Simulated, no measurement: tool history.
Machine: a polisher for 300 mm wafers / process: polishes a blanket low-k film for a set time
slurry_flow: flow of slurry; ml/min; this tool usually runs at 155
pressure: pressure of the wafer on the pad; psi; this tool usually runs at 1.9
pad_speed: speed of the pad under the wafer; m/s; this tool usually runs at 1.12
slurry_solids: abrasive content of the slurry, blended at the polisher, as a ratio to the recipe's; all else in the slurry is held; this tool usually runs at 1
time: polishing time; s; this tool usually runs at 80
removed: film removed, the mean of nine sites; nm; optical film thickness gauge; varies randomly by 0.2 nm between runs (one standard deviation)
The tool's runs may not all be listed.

run	hour	slurry_flow	pressure	pad_speed	slurry_solids	time	wafers since the last listed run	wafers polished on this pad	hours since the slurry nozzle was cleaned	hours since the head pressure was calibrated	hours since the slurry blender was calibrated	hours since the conditioning disc was replaced	incoming thickness of the incoming film, nm	removed
1	0	155	1.9	1.12	1	80	0	225	138.5	547.7	37.6	11.6	367.8	33.5
# hour 56.8: slurry nozzle cleaned
2	63.8	155	2.1	1.12	0.8	80	364	590	7	611.5	101.4	75.4	354.6	33
# hour 71.2: head pressure recalibrated
3	89.5	155	1.9	1.12	1	80	137	727	32.7	18.3	127.1	101.1	363.4	33
4	144.3	155	1.9	1.12	1	80	318	1045	87.5	73.1	181.9	155.9	360.3	32.5
5	160.9	155	1.7	1.12	1	101	96	1142	104.1	89.7	198.5	172.5	358.1	37.1
6	173.5	115	1.5	1.12	1	80	73	1215	116.7	102.3	211.1	185.1	359.6	24.4
# hour 178.6: slurry blender recalibrated
7	189.3	195	1.5	1.38	1	103	80	1295	132.5	118.1	10.7	200.9	361.2	39.3
# hour 196.3: worn pad replaced by a new one
# hour 208.2: conditioning disc replaced and pad reconditioned
8	214.8	195	1.5	1.38	1	103	113	95	158	143.6	36.2	6.6	359.3	40.1
9	233.3	190	1.2	1.32	1	100	107	203	176.5	162.1	54.7	25.1	363.9	30.1
10	266.7	155	1.9	1.12	1	80	193	397	209.9	195.5	88.1	58.5	357.6	33
# hour 285: slurry nozzle cleaned
11	299.1	155	1.9	1.12	1	80	182	579	14.1	227.9	120.5	90.9	353.2	32.7
12	324.6	155	1.9	1.12	1	80	148	727	39.6	253.4	146	116.4	355.9	32.9
13	359.3	155	1.9	1.12	1	80	201	928	74.3	288.1	180.7	151.1	362.5	33.1
14	377	155	2.2	1.12	1	80	102	1031	92	305.8	198.4	168.8	366.8	38.2
# hour 405.2: conditioning disc replaced and pad reconditioned
# hour 428.8: slurry blender recalibrated
# hour 433.6: worn pad replaced by a new one
15	449.7	170	1.3	1.12	1	80	375	93	164.7	378.5	20.9	44.5	356.4	23.1
16	477.1	155	1.9	1.12	1	80	159	252	192.1	405.9	48.3	71.9	357.4	32.9
17	502.9	155	1.9	1.12	1.2	91	149	402	217.9	431.7	74.1	97.7	357.9	40.8
# hour 509.9: slurry nozzle cleaned
18	527.2	155	1.9	1.3	1	67	135	537	17.3	456	98.4	122	356.5	31.1
19	550.2	155	1.9	1.26	1	103	133	671	40.3	479	121.4	145	363.8	46.4
20	570.5	155	1.4	0.92	1	105	117	789	60.6	499.3	141.7	165.3	366.4	28.3
21	592.3	140	2.2	1.12	0.75	72	126	915	82.4	521.1	163.5	187.1	365.1	29.8
22	606.2	155	1.4	1.12	1	53	80	996	96.3	535	177.4	201	355.2	16.3
# hour 632.5: slurry blender recalibrated
23	633.7	155	1.9	1.12	1	80	148	1144	123.8	562.5	1.2	228.5	360.9	33.7
24	654	155	1.6	1.36	1.2	80	117	1262	144.1	582.8	21.5	248.8	363.5	34.4
# hour 656.1: conditioning disc replaced and pad reconditioned
25	678	140	2.4	1.12	1	80	127	1389	168.1	606.8	45.5	21.9	359.1	41.7
# hour 682.4: worn pad replaced by a new one
26	713.7	155	2.5	1.12	1	69	184	181	203.8	642.5	81.2	57.6	364.3	38.3

Each row is a separate what-if for the run after 26, all from the same tool condition, not one after another. Results?
A	714.2	155	1.9	1.12	1	90	2	184	204.3	643	81.7	58.1	362	?
B	714.2	155	1.9	1.12	1.15	80	2	184	204.3	643	81.7	58.1	362	?
C	714.2	155	1.9	1.12	0.8	80	2	184	204.3	643	81.7	58.1	362	?

run	removed
A	37.8
B	35.6
C	30.4
Without the tool's unlogged condition, the same runs would have read:
run	removed
A	36.6
B	34.4
C	29.4

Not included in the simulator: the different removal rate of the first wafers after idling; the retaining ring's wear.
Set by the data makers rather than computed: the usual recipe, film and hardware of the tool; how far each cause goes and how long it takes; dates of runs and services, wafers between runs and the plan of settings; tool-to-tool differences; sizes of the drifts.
